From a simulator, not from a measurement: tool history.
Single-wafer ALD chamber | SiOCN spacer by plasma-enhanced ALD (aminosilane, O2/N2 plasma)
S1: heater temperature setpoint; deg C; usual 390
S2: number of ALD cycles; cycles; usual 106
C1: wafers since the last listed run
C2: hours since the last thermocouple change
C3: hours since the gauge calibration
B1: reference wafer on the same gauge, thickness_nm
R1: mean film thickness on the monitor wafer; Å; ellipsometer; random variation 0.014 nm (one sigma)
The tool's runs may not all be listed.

Run 1, hour 0.0: usual settings but S2 120 cycles; C1 0; C2 895.1; C3 1602.3; B1 5.273. Result: R1 66.33 Å.
Run 2, hour 100.3: usual settings but S1 395 deg C; C1 204; C2 995.4; C3 1702.6; B1 5.284. Result: R1 58.64 Å.
Run 3, hour 203.8: usual settings; C1 210; C2 1098.9; C3 1806.1; B1 5.290. Result: R1 58.75 Å.
Run 4, hour 292.1: usual settings; C1 179; C2 1187.2; C3 1894.4; B1 5.301. Result: R1 58.63 Å.
Run 5, hour 382.9: usual settings; C1 185; C2 1278.0; C3 1985.2; B1 5.308. Result: R1 59.09 Å.
Run 6, hour 425.5: usual settings but S2 122 cycles; C1 86; C2 1320.6; C3 2027.8; B1 5.308. Result: R1 67.75 Å.
Run 7, hour 485.8: usual settings but S2 122 cycles; C1 122; C2 1380.9; C3 2088.1; B1 5.319. Result: R1 67.81 Å.
Run 8, hour 556.8: usual settings but S2 122 cycles; C1 144; C2 1451.9; C3 2159.1; B1 5.329. Result: R1 67.91 Å.
Run 9, hour 657.2: usual settings; C1 204; C2 1552.3; C3 2259.5; B1 5.336. Result: R1 59.07 Å.
Run 10, hour 732.3: usual settings; C1 153; C2 1627.4; C3 2334.6; B1 5.346. Result: R1 59.52 Å.
Run 11, hour 794.5: usual settings but S1 382 deg C; C1 126; C2 1689.6; C3 2396.8; B1 5.348. Result: R1 59.21 Å.
Run 12, hour 893.6: usual settings but S1 400 deg C; C1 201; C2 1788.7; C3 2495.9; B1 5.363. Result: R1 59.41 Å.
At hour 904.9: thermocouple changed; heater temperature recalibrated.
Run 13, hour 949.6: usual settings but S1 395 deg C, S2 99 cycles; C1 97; C2 44.7; C3 2551.9; B1 5.369. Result: R1 55.67 Å.
Run 14, hour 995.8: usual settings but S1 395 deg C, S2 99 cycles; C1 94; C2 90.9; C3 2598.1; B1 5.372. Result: R1 55.56 Å.
Run 15, hour 1046.5: usual settings but S1 376 deg C; C1 103; C2 141.6; C3 2648.8; B1 5.381. Result: R1 59.68 Å.
Run 16, hour 1109.8: usual settings but S1 384 deg C, S2 122 cycles; C1 128; C2 204.9; C3 2712.1; B1 5.393. Result: R1 68.88 Å.
Run 17, hour 1170.6: usual settings; C1 123; C2 265.7; C3 2772.9; B1 5.398. Result: R1 59.98 Å.
At hour 1184.4: gauge calibrated.
Run 18, hour 1210.1: usual settings but S1 381 deg C, S2 98 cycles; C1 80; C2 305.2; C3 25.7; B1 5.211. Result: R1 53.60 Å.
Run 19, hour 1281.4: usual settings but S1 378 deg C, S2 114 cycles; C1 145; C2 376.5; C3 97.0; B1 5.213. Result: R1 62.35 Å.
Run 20, hour 1319.5: usual settings but S1 386 deg C, S2 121 cycles; C1 77; C2 414.6; C3 135.1; B1 5.213. Result: R1 66.30 Å.
Run 21, hour 1360.0: usual settings but S1 401 deg C, S2 92 cycles; C1 82; C2 455.1; C3 175.6; B1 5.211. Result: R1 49.94 Å.
Run 22, hour 1458.2: usual settings but S1 401 deg C, S2 100 cycles; C1 200; C2 553.3; C3 273.8; B1 5.216. Result: R1 54.22 Å.

The next listed run, before its measurement:
Run 23, hour 1500.3: usual settings but S1 395 deg C, S2 99 cycles; C1 85; C2 595.4; C3 315.9; B1 ?. Result: R1 ?.

B1: 5.215
R1: 53.91 Å
Without the tool's hidden state the same run would have given R1 53.65 Å.
